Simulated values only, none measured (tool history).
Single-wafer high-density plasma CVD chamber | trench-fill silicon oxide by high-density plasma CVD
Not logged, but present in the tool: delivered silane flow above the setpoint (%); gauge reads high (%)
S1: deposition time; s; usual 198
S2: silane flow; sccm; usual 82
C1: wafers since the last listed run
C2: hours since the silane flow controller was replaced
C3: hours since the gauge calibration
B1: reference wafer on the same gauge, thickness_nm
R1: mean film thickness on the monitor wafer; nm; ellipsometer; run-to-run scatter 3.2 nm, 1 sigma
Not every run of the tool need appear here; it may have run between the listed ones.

run,hour,S1,S2,C1,C2,C3,B1,R1
1,0,184,82,0,4653,542,1439.91,1527.431
2,19.4,184,82,213,4672.4,561.4,1440.202,1531.61
# hour 37: gauge calibrated
3,41.4,184,82,242,4694.4,4.4,1439.094,1525.557
4,64.5,198,79,254,4717.5,27.5,1439.782,1586.159
5,86.4,198,79,241,4739.4,49.4,1439.889,1596.618
6,109.9,198,79,258,4762.9,72.9,1440.948,1585.395
7,142.3,174,82,357,4795.3,105.3,1440.282,1448.312
8,157.4,174,82,166,4810.4,120.4,1440.793,1452.407
9,188.2,174,82,339,4841.2,151.2,1440.234,1449.183
10,210.8,198,82,249,4863.8,173.8,1441.046,1654.235
11,231,198,82,222,4884,194,1441.394,1653.901
12,265.9,198,82,384,4918.9,228.9,1440.109,1657.785
13,287,198,82,232,4940,250,1440.088,1659.096
14,309.4,198,82,246,4962.4,272.4,1439.952,1665.27
15,332.5,198,82,254,4985.5,295.5,1439.566,1654.647
# hour 361.9: silane flow controller replaced
16,362.4,198,82,241,0.5,325.4,1440.016,1554.208
17,384.3,198,82,241,22.4,347.3,1439.737,1554.893
18,405.9,198,75,238,44,368.9,1439.438,1425.708
19,422,181,70,177,60.1,385,1440.476,1210.44
20,457.1,198,88,386,95.2,420.1,1439.505,1666.654
21,470.4,167,97,146,108.5,433.4,1440.511,1544.87
22,498,174,82,304,136.1,461,1440.169,1365.2
# hour 515: gauge calibrated
23,515.9,210,69,197,154,0.9,1440.184,1390.323
24,550.3,161,76,379,188.4,35.3,1439.347,1172.958
25,583,211,82,360,221.1,68,1439.998,1655.139
26,616.4,198,82,368,254.5,101.4,1439.784,1559.664
27,651.5,236,82,386,289.6,136.5,1441.265,1849.934
28,679.9,175,96,312,318,164.9,1439.473,1613.758
29,695.8,198,74,175,333.9,180.8,1439.088,1398.437
30,708.2,218,92,136,346.3,193.2,1439.675,1915.241
31,729.3,226,89,232,367.4,214.3,1440.499,1922.022
32,753.5,170,98,266,391.6,238.5,1439.244,1592.783
33,788.2,198,82,382,426.3,273.2,1439.727,1553.082
34,801,228,95,141,439.1,286,1439.652,2068.417

Branching from run 34: 4 alternative next runs. What would each branch give?
A,801.5,198,82,5,439.6,286.5,?,?
B,801.5,212,96,5,439.6,286.5,?,?
C,801.5,178,74,5,439.6,286.5,?,?
D,801.5,210,97,5,439.6,286.5,?,?

run,B1,R1
A,1439.449,1556.095
B,1439.449,1950.582
C,1439.449,1262.434
D,1439.449,1952.307
Had the tool no hidden state, the same runs would have come out as:
run,R1
A,1556.576
B,1951.184
C,1262.824
D,1952.91
